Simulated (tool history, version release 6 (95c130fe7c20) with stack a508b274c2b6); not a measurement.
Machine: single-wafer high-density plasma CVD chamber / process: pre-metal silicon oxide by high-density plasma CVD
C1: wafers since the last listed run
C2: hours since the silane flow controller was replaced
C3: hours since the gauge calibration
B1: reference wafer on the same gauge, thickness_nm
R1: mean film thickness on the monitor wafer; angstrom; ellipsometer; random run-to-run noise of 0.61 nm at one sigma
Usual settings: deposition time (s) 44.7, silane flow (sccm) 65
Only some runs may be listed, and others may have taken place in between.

Run 1, day 0.000: usual settings; C1 0; C2 2342.2; C3 188.7; B1 303.096. Result: R1 3306.62 angstrom.
Run 2, day 0.488: usual settings; C1 243; C2 2353.9; C3 200.4; B1 302.890. Result: R1 3313.70 angstrom.
Run 3, day 1.062: usual settings; C1 287; C2 2367.7; C3 214.2; B1 303.107. Result: R1 3326.76 angstrom.
Run 4, day 1.796: usual settings; C1 366; C2 2385.3; C3 231.8; B1 303.126. Result: R1 3303.24 angstrom.
Run 5, day 2.138: usual settings but deposition time (s) 49.1; C1 170; C2 2393.5; C3 240.0; B1 302.981. Result: R1 3658.73 angstrom.
Run 6, day 2.612: usual settings but deposition time (s) 49.1; C1 237; C2 2404.9; C3 251.4; B1 303.016. Result: R1 3660.29 angstrom.
Run 7, day 3.142: usual settings but deposition time (s) 49.1; C1 264; C2 2417.6; C3 264.1; B1 302.902. Result: R1 3641.36 angstrom.
Run 8, day 3.529: usual settings; C1 193; C2 2426.9; C3 273.4; B1 303.075. Result: R1 3321.51 angstrom.
Run 9, day 4.062: usual settings; C1 266; C2 2439.7; C3 286.2; B1 302.973. Result: R1 3324.51 angstrom.
Run 10, day 4.750: usual settings; C1 343; C2 2456.2; C3 302.7; B1 302.964. Result: R1 3328.56 angstrom.
Run 11, day 5.075: usual settings; C1 162; C2 2464.0; C3 310.5; B1 302.993. Result: R1 3317.08 angstrom.
Run 12, day 5.650: usual settings; C1 287; C2 2477.8; C3 324.3; B1 302.926. Result: R1 3324.29 angstrom.
At day 6.121: gauge calibrated.
Run 13, day 6.392: usual settings; C1 370; C2 2495.6; C3 6.5; B1 302.944. Result: R1 3323.76 angstrom.
Run 14, day 6.654: usual settings; C1 131; C2 2501.9; C3 12.8; B1 302.885. Result: R1 3308.42 angstrom.
Run 15, day 7.221: usual settings; C1 282; C2 2515.5; C3 26.4; B1 302.872. Result: R1 3323.48 angstrom.
Run 16, day 7.612: usual settings; C1 195; C2 2524.9; C3 35.8; B1 302.924. Result: R1 3321.01 angstrom.
Run 17, day 8.275: usual settings; C1 330; C2 2540.8; C3 51.7; B1 302.695. Result: R1 3330.91 angstrom.
Run 18, day 8.871: usual settings; C1 297; C2 2555.1; C3 66.0; B1 302.900. Result: R1 3307.76 angstrom.
Run 19, day 9.617: usual settings; C1 372; C2 2573.0; C3 83.9; B1 303.085. Result: R1 3317.16 angstrom.
Run 20, day 10.046: usual settings; C1 214; C2 2583.3; C3 94.2; B1 302.869. Result: R1 3332.40 angstrom.
Run 21, day 10.771: usual settings but deposition time (s) 37.0, silane flow (sccm) 53; C1 361; C2 2600.7; C3 111.6; B1 302.961. Result: R1 2321.36 angstrom.
Run 22, day 11.512: usual settings but deposition time (s) 36.3, silane flow (sccm) 61; C1 370; C2 2618.5; C3 129.4; B1 303.224. Result: R1 2555.68 angstrom.
Run 23, day 12.038: usual settings but silane flow (sccm) 70; C1 262; C2 2631.1; C3 142.0; B1 303.127. Result: R1 3535.80 angstrom.
Run 24, day 12.346: usual settings but deposition time (s) 47.5, silane flow (sccm) 62; C1 153; C2 2638.5; C3 149.4; B1 303.014. Result: R1 3404.94 angstrom.
At day 12.929: silane flow controller replaced.
Run 25, day 12.950: usual settings but deposition time (s) 41.4, silane flow (sccm) 71; C1 135; C2 0.5; C3 163.9; B1 303.016. Result: R1 3114.51 angstrom.
Run 26, day 13.354: usual settings; C1 201; C2 10.2; C3 173.6; B1 302.971. Result: R1 3133.70 angstrom.
Run 27, day 14.025: usual settings but deposition time (s) 50.1; C1 334; C2 26.3; C3 189.7; B1 302.860. Result: R1 3509.23 angstrom.
Run 28, day 14.692: usual settings; C1 332; C2 42.3; C3 205.7; B1 302.982. Result: R1 3132.71 angstrom.
Run 29, day 15.183: usual settings but deposition time (s) 53.6, silane flow (sccm) 72; C1 245; C2 54.1; C3 217.5; B1 303.167. Result: R1 4089.24 angstrom.
Run 30, day 15.467: usual settings but deposition time (s) 51.1, silane flow (sccm) 55; C1 141; C2 60.9; C3 224.3; B1 303.092. Result: R1 3129.77 angstrom.
Run 31, day 15.829: usual settings but deposition time (s) 37.4, silane flow (sccm) 75; C1 180; C2 69.6; C3 233.0; B1 303.084. Result: R1 2959.25 angstrom.
Run 32, day 16.329: usual settings but deposition time (s) 48.2, silane flow (sccm) 57; C1 249; C2 81.6; C3 245.0; B1 302.922. Result: R1 3043.90 angstrom.
Run 33, day 16.896: usual settings but deposition time (s) 50.5; C1 282; C2 95.2; C3 258.6; B1 302.934. Result: R1 3556.18 angstrom.
Run 34, day 17.412: usual settings; C1 257; C2 107.6; C3 271.0; B1 303.268. Result: R1 3145.44 angstrom.
Run 35, day 18.008: usual settings; C1 297; C2 121.9; C3 285.3; B1 303.007. Result: R1 3144.20 angstrom.
Run 36, day 18.429: usual settings but silane flow (sccm) 53; C1 210; C2 132.0; C3 295.4; B1 303.057. Result: R1 2676.26 angstrom.
Run 37, day 18.688: usual settings but deposition time (s) 53.6, silane flow (sccm) 72; C1 128; C2 138.2; C3 301.6; B1 303.028. Result: R1 4108.85 angstrom.
Run 38, day 19.204: usual settings but deposition time (s) 39.5, silane flow (sccm) 55; C1 257; C2 150.6; C3 314.0; B1 303.080. Result: R1 2435.28 angstrom.
Run 39, day 19.454: usual settings but deposition time (s) 38.1, silane flow (sccm) 74; C1 124; C2 156.6; C3 320.0; B1 302.692. Result: R1 3001.10 angstrom.
Run 40, day 20.079: usual settings but deposition time (s) 53.5, silane flow (sccm) 58; C1 312; C2 171.6; C3 335.0; B1 302.866. Result: R1 3459.17 angstrom.
Run 41, day 20.375: usual settings but deposition time (s) 52.7, silane flow (sccm) 52; C1 147; C2 178.7; C3 342.1; B1 302.848. Result: R1 3111.50 angstrom.

For some of the steps in R1 from one run to the next: how much would appear even if the tool had no hidden state, given the settings, what came in and random variation, and how much remains for the hidden state plus any gauge scatter that the measured result and the result without hidden state don't share?
Hidden state at play: delivered silane flow above the setpoint (%); gauge reads high (%).
Run 20 -> 21: deposition time (s) 44.7 -> 37.0, silane flow (sccm) 65 -> 53. R1 -1011.04 angstrom: hidden state -48.89, all else -962.15.
Run 22 -> 23: deposition time (s) 36.3 -> 44.7, silane flow (sccm) 61 -> 70. R1 +980.12 angstrom: hidden state +47.67, all else +932.45.
Run 24 -> 25: deposition time (s) 47.5 -> 41.4, silane flow (sccm) 62 -> 71, silane flow controller replaced. R1 -290.43 angstrom: hidden state -198.53, all else -91.90.
Run 36 -> 37: deposition time (s) 44.7 -> 53.6, silane flow (sccm) 53 -> 72. R1 +1432.59 angstrom: hidden state -2.65, all else +1435.24.
Run 37 -> 38: deposition time (s) 53.6 -> 39.5, silane flow (sccm) 72 -> 55. R1 -1673.57 angstrom: hidden state +5.77, all else -1679.34.
